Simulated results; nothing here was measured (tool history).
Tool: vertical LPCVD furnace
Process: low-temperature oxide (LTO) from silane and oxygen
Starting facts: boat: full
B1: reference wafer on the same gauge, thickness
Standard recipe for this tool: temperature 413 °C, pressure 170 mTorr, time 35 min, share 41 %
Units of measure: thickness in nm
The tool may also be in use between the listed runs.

Run 1, day 0: usual settings but temperature 404 °C; B1 315.85. Result: thickness 277.23 nm.
Run 2, day 0.775: usual settings; B1 316.12. Result: thickness 305.26 nm.
Run 3, day 1.371: usual settings; B1 316.03. Result: thickness 306.75 nm.
At day 3.717: pressure gauge zeroed.
Run 4, day 3.738: usual settings; B1 316.03. Result: thickness 305.98 nm.
Run 5, day 3.95: usual settings but temperature 418 °C; B1 316.11. Result: thickness 322.64 nm.
Run 6, day 4.158: usual settings but temperature 418 °C; B1 315.93. Result: thickness 321.57 nm.
At day 4.742: gauge calibrated.
At day 5.038: silane flow controller replaced.
At day 6.05: thermocouples replaced and temperature profile calibrated.
Run 7, day 6.071: usual settings but temperature 418 °C; B1 316.02. Result: thickness 321.8 nm.

Predict the results of run 8:
Run 8, day 6.283: usual settings but temperature 418 °C, time 44.5 min; B1 ?. Result: thickness ?.

{"run 8": {"B1": 316.13, "thickness": 409.94}}
If the tool had no hidden condition, the same run with the same run-to-run variation would have returned thickness 409.94 nm.
